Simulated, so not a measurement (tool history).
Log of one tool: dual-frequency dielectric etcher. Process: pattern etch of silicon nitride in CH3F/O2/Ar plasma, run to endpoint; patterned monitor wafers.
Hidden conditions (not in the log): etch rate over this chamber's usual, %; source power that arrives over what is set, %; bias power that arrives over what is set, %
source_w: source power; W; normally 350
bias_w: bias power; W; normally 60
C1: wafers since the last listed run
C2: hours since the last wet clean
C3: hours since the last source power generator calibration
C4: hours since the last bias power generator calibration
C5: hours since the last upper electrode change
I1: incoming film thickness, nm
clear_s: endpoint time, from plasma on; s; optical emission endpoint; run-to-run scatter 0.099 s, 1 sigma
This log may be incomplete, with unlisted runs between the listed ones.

{"run": 1, "day": 0.0, "source_w": 350, "bias_w": 60, "C1": 0, "C2": 266.6, "C3": 4116.2, "C4": 3194.3, "C5": 3148.4, "I1": 19.14, "clear_s": 32.3}
{"run": 2, "day": 0.704, "source_w": 350, "bias_w": 60, "C1": 222, "C2": 283.5, "C3": 4133.1, "C4": 3211.2, "C5": 3165.3, "I1": 19.33, "clear_s": 32.8}
{"run": 3, "day": 1.217, "source_w": 350, "bias_w": 64, "C1": 161, "C2": 295.8, "C3": 4145.4, "C4": 3223.5, "C5": 3177.6, "I1": 19.42, "clear_s": 32.1}
{"run": 4, "day": 1.558, "source_w": 350, "bias_w": 64, "C1": 107, "C2": 304, "C3": 4153.6, "C4": 3231.7, "C5": 3185.8, "I1": 19.36, "clear_s": 32}
{"run": 5, "day": 2.012, "source_w": 350, "bias_w": 60, "C1": 143, "C2": 314.9, "C3": 4164.5, "C4": 3242.6, "C5": 3196.7, "I1": 19.32, "clear_s": 32.4}
{"run": 6, "day": 2.688, "source_w": 350, "bias_w": 49, "C1": 213, "C2": 331.1, "C3": 4180.7, "C4": 3258.8, "C5": 3212.9, "I1": 19.27, "clear_s": 34}
{"run": 7, "day": 3.571, "source_w": 350, "bias_w": 49, "C1": 279, "C2": 352.3, "C3": 4201.9, "C4": 3280, "C5": 3234.1, "I1": 19.42, "clear_s": 34.3}
{"run": 8, "day": 4.15, "source_w": 350, "bias_w": 60, "C1": 183, "C2": 366.2, "C3": 4215.8, "C4": 3293.9, "C5": 3248, "I1": 19.41, "clear_s": 32.5}
{"day": 6.733, "done": "wet clean of the chamber"}
{"run": 9, "day": 6.754, "source_w": 350, "bias_w": 60, "C1": 506, "C2": 0.5, "C3": 4278.3, "C4": 3356.4, "C5": 3310.5, "I1": 19.22, "clear_s": 33}
{"run": 10, "day": 6.958, "source_w": 350, "bias_w": 60, "C1": 64, "C2": 5.4, "C3": 4283.2, "C4": 3361.3, "C5": 3315.4, "I1": 19.26, "clear_s": 33.1}
{"run": 11, "day": 7.408, "source_w": 350, "bias_w": 60, "C1": 142, "C2": 16.2, "C3": 4294, "C4": 3372.1, "C5": 3326.2, "I1": 19.32, "clear_s": 33}
{"run": 12, "day": 7.804, "source_w": 350, "bias_w": 60, "C1": 125, "C2": 25.7, "C3": 4303.5, "C4": 3381.6, "C5": 3335.7, "I1": 19.28, "clear_s": 32.8}
{"run": 13, "day": 8.246, "source_w": 350, "bias_w": 60, "C1": 139, "C2": 36.3, "C3": 4314.1, "C4": 3392.2, "C5": 3346.3, "I1": 19.44, "clear_s": 33.3}
{"run": 14, "day": 8.712, "source_w": 350, "bias_w": 60, "C1": 147, "C2": 47.5, "C3": 4325.3, "C4": 3403.4, "C5": 3357.5, "I1": 19.11, "clear_s": 32.7}
{"run": 15, "day": 9.271, "source_w": 350, "bias_w": 60, "C1": 176, "C2": 60.9, "C3": 4338.7, "C4": 3416.8, "C5": 3370.9, "I1": 19.24, "clear_s": 32.8}
{"run": 16, "day": 9.571, "source_w": 350, "bias_w": 60, "C1": 94, "C2": 68.1, "C3": 4345.9, "C4": 3424, "C5": 3378.1, "I1": 19.13, "clear_s": 32.6}
{"run": 17, "day": 9.979, "source_w": 350, "bias_w": 60, "C1": 129, "C2": 77.9, "C3": 4355.7, "C4": 3433.8, "C5": 3387.9, "I1": 19.17, "clear_s": 32.5}
{"day": 10.346, "done": "source power generator calibrated"}
{"run": 18, "day": 10.475, "source_w": 430, "bias_w": 67, "C1": 104, "C2": 89.8, "C3": 3.1, "C4": 3445.7, "C5": 3399.8, "I1": 19.12, "clear_s": 29.9}
{"run": 19, "day": 10.846, "source_w": 430, "bias_w": 47, "C1": 117, "C2": 98.7, "C3": 12, "C4": 3454.6, "C5": 3408.7, "I1": 19.28, "clear_s": 33.1}
{"run": 20, "day": 11.333, "source_w": 320, "bias_w": 60, "C1": 154, "C2": 110.4, "C3": 23.7, "C4": 3466.3, "C5": 3420.4, "I1": 19.13, "clear_s": 33.1}
{"run": 21, "day": 11.746, "source_w": 350, "bias_w": 72, "C1": 130, "C2": 120.3, "C3": 33.6, "C4": 3476.2, "C5": 3430.3, "I1": 19.38, "clear_s": 31.4}
{"run": 22, "day": 12.288, "source_w": 260, "bias_w": 52, "C1": 171, "C2": 133.3, "C3": 46.6, "C4": 3489.2, "C5": 3443.3, "I1": 19.22, "clear_s": 36.4}
{"day": 13.562, "done": "bias power generator calibrated"}
{"day": 13.588, "done": "upper electrode replaced"}
{"run": 23, "day": 13.608, "source_w": 350, "bias_w": 64, "C1": 356, "C2": 165, "C3": 78.3, "C4": 1.1, "C5": 0.5, "I1": 19.15, "clear_s": 31.8}
{"run": 24, "day": 13.621, "source_w": 400, "bias_w": 60, "C1": 3, "C2": 165.3, "C3": 78.6, "C4": 1.4, "C5": 0.8, "I1": 19.05, "clear_s": 31.1}
{"run": 25, "day": 13.667, "source_w": 350, "bias_w": 60, "C1": 14, "C2": 166.4, "C3": 79.7, "C4": 2.5, "C5": 1.9, "I1": 19.35, "clear_s": 32.8}
{"run": 26, "day": 14.279, "source_w": 350, "bias_w": 60, "C1": 193, "C2": 181.1, "C3": 94.4, "C4": 17.2, "C5": 16.6, "I1": 19.5, "clear_s": 32.7}
{"run": 27, "day": 14.671, "source_w": 270, "bias_w": 66, "C1": 123, "C2": 190.5, "C3": 103.8, "C4": 26.6, "C5": 26, "I1": 19.19, "clear_s": 33.5}
{"run": 28, "day": 15.096, "source_w": 300, "bias_w": 55, "C1": 134, "C2": 200.7, "C3": 114, "C4": 36.8, "C5": 36.2, "I1": 19.16, "clear_s": 34.4}
{"run": 29, "day": 15.558, "source_w": 350, "bias_w": 60, "C1": 146, "C2": 211.8, "C3": 125.1, "C4": 47.9, "C5": 47.3, "I1": 19.2, "clear_s": 32.3}
{"run": 30, "day": 16.208, "source_w": 260, "bias_w": 60, "C1": 205, "C2": 227.4, "C3": 140.7, "C4": 63.5, "C5": 62.9, "I1": 19.38, "clear_s": 35.1}
{"run": 31, "day": 16.579, "source_w": 270, "bias_w": 55, "C1": 117, "C2": 236.3, "C3": 149.6, "C4": 72.4, "C5": 71.8, "I1": 19.43, "clear_s": 35.7}
{"run": 32, "day": 17.033, "source_w": 280, "bias_w": 64, "C1": 143, "C2": 247.2, "C3": 160.5, "C4": 83.3, "C5": 82.7, "I1": 19.3, "clear_s": 33.5}
{"run": 33, "day": 17.462, "source_w": 350, "bias_w": 60, "C1": 135, "C2": 257.5, "C3": 170.8, "C4": 93.6, "C5": 93, "I1": 19.31, "clear_s": 32.6}
{"run": 34, "day": 18.112, "source_w": 310, "bias_w": 60, "C1": 205, "C2": 273.1, "C3": 186.4, "C4": 109.2, "C5": 108.6, "I1": 19.24, "clear_s": 33.3}

Describe how what the log doesn't record of the tool's condition differs between the last listed run preceding each entry between runs and the first listed run following it.
In the gap between runs 8 and 9: wet clean of the chamber (day 6.733)
  etch rate over this chamber's usual, %: 2.55 -> 0.133
  what was measured, less what the result would be without the hidden state, clear_s: -0.8 -> +0 s
In the gap between runs 17 and 18: source power generator calibrated (day 10.346)
  etch rate over this chamber's usual, %: 0.733 -> 0.825
  what was measured, less what the result would be without the hidden state, clear_s: -0.3 -> -0.3 s
In the gap between runs 22 and 23: bias power generator calibrated (day 13.562); upper electrode replaced (day 13.588)
  etch rate over this chamber's usual, %: 1.16 -> 1.41
  what was measured, less what the result would be without the hidden state, clear_s: -0.4 -> -0.4 s
